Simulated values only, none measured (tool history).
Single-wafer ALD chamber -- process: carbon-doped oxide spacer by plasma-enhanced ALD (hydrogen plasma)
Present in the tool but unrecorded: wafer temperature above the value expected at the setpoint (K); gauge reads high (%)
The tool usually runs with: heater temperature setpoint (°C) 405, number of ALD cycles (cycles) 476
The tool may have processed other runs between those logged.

run   hour  heater temperature setpoint (°C)  number of ALD cycles (cycles)  wafers since the last listed run  hours since the last thermocouple change  hours since the gauge calibration  read-back reference wafer on the same gauge, thickness_nm  mean film thickness on the monitor wafer (nm)
  1    0.0                               405                            476                                 0                                    1379.1                               70.9                                                     28.983                                         25.134
  2   33.1                               405                            476                                22                                    1412.2                              104.0                                                     28.985                                         25.309
  3   45.5                               405                            476                                 8                                    1424.6                              116.4                                                     28.936                                         25.331
  4   77.6                               405                            476                                21                                    1456.7                              148.5                                                     28.898                                         25.240
  5  110.7                               405                            543                                22                                    1489.8                              181.6                                                     28.882                                         28.801
  6  131.9                               405                            543                                14                                    1511.0                              202.8                                                     28.811                                         28.744
  7  149.8                               405                            543                                12                                    1528.9                              220.7                                                     28.805                                         28.639
  8  172.7                               405                            476                                15                                    1551.8                              243.6                                                     28.785                                         25.045
     180.8  -- thermocouple changed; heater temperature recalibrated
  9  192.4                               405                            476                                 7                                      11.6                              263.3                                                     28.799                                         24.941
     211.5  -- gauge calibrated
 10  219.3                               418                            571                                18                                      38.5                                7.8                                                     28.994                                         29.268
 11  240.1                               398                            476                                14                                      59.3                               28.6                                                     28.967                                         25.730
 12  267.0                               413                            433                                18                                      86.2                               55.5                                                     28.963                                         22.449
 13  297.8                               410                            382                                20                                     117.0                               86.3                                                     28.936                                         19.996
 14  316.6                               405                            476                                12                                     135.8                              105.1                                                     28.885                                         25.260
 15  350.7                               414                            476                                23                                     169.9                              139.2                                                     28.892                                         24.603
 16  366.8                               415                            567                                10                                     186.0                              155.3                                                     28.862                                         29.113
 17  387.9                               405                            476                                14                                     207.1                              176.4                                                     28.858                                         25.323

Table of differences, measured result less the result of that run with no hidden state. Run-to-run variation is the same in both. Gauge scatter possibly is not:
run  mean film thickness on the monitor wafer (nm)
  1                                         -0.013
  2                                         -0.031
  3                                         -0.040
  4                                         -0.066
  5                                         -0.114
  6                                         -0.143
  7                                         -0.169
  8                                         -0.181
  9                                         -0.211
 10                                         -0.033
 11                                         -0.031
 12                                         -0.033
 13                                         -0.041
 14                                         -0.063
 15                                         -0.086
 16                                         -0.120
 17                                         -0.126
